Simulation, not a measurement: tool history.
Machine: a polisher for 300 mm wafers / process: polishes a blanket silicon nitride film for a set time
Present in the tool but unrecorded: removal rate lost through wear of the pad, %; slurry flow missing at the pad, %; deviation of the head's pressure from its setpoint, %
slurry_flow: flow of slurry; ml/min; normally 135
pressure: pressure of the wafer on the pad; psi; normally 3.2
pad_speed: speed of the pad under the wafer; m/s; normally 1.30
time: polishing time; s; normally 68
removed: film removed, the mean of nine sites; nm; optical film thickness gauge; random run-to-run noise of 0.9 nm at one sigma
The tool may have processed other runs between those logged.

run	hour	slurry_flow	pressure	pad_speed	time	wafers since the last listed run	wafers polished on this pad	hours since the slurry nozzle was cleaned	hours since the head pressure was calibrated	incoming thickness of the incoming film, nm	removed
1	0.0	135	3.2	1.30	84	0	1728	178.8	962.1	501.0	161.3
2	66.3	135	3.2	1.30	84	765	2493	245.1	1028.4	515.2	160.7
# hour 148.9: worn pad replaced by a new one
3	149.4	135	3.2	1.30	84	913	5	328.2	1111.5	508.6	165.3
4	209.7	135	3.2	1.30	68	696	701	388.5	1171.8	517.5	133.0
5	298.0	135	3.2	1.30	68	1019	1720	476.8	1260.1	510.0	130.0
6	334.1	135	3.2	1.30	68	416	2137	512.9	1296.2	507.8	129.3
7	379.1	135	2.5	1.30	68	519	2657	557.9	1341.2	511.7	110.8
8	444.4	135	2.5	1.30	68	753	3410	623.2	1406.5	501.2	108.7
# hour 483.1: worn pad replaced by a new one
9	485.3	135	2.5	1.30	68	425	25	664.1	1447.4	511.2	101.8
# hour 495.7: slurry nozzle cleaned
10	556.3	135	3.2	1.30	68	808	833	60.6	1518.4	516.2	117.1
# hour 568.3: head pressure recalibrated
11	646.3	135	3.2	1.30	68	1015	1849	150.6	78.0	517.9	116.0
# hour 699.5: worn pad replaced by a new one, repeated, since the last time left the tool worse
12	700.0	135	4.0	1.30	68	573	5	204.3	131.7	507.2	153.8
13	747.5	165	3.2	1.00	68	548	553	251.8	179.2	515.7	112.2
14	844.7	175	2.9	1.30	56	1122	1675	349.0	276.4	513.1	106.3
15	892.3	175	4.1	1.30	88	549	2225	396.6	324.0	505.6	206.7
16	993.1	135	3.2	1.30	68	1163	3388	497.4	424.8	507.9	125.4
17	1033.6	170	2.7	1.30	49	467	3856	537.9	465.3	507.2	82.7
# hour 1041.2: worn pad replaced by a new one
18	1126.9	160	3.8	1.30	68	1030	989	631.2	558.6	508.5	152.4
# hour 1139.3: slurry nozzle cleaned
19	1190.0	135	2.6	1.62	57	716	1706	50.7	621.7	503.0	115.8
20	1282.2	135	4.2	1.30	68	1064	2770	142.9	713.9	508.9	155.5
# hour 1336.5: worn pad replaced by a new one
21	1366.4	135	2.5	1.30	76	925	344	227.1	798.1	506.0	126.7
22	1466.4	165	3.2	1.00	68	1154	1499	327.1	898.1	512.5	110.2
23	1551.4	135	3.2	1.30	68	981	2480	412.1	983.1	518.7	129.7

Selected run-to-run steps in removed, each split into two signed amounts: the part the tool would show with no hidden state at all (from settings, incoming material and random variation), and the remainder, which goes to the hidden state together with any gauge scatter not common to the measured and the hidden-state-free results:
Run 8 -> 9: worn pad replaced by a new one. removed -6.9 nm: hidden state -6.2, all else -0.7.
Run 11 -> 12: pressure 3.2 -> 4.0, worn pad replaced by a new one, repeated, since the last time left the tool worse. removed +37.8 nm: hidden state +17.2, all else +20.6.
Run 14 -> 15: pressure 2.9 -> 4.1, time 56 -> 88. removed +100.4 nm: hidden state -4.0, all else +104.4.
Run 15 -> 16: slurry_flow 175 -> 135, pressure 4.1 -> 3.2, time 88 -> 68. removed -81.3 nm: hidden state -2.1, all else -79.2.

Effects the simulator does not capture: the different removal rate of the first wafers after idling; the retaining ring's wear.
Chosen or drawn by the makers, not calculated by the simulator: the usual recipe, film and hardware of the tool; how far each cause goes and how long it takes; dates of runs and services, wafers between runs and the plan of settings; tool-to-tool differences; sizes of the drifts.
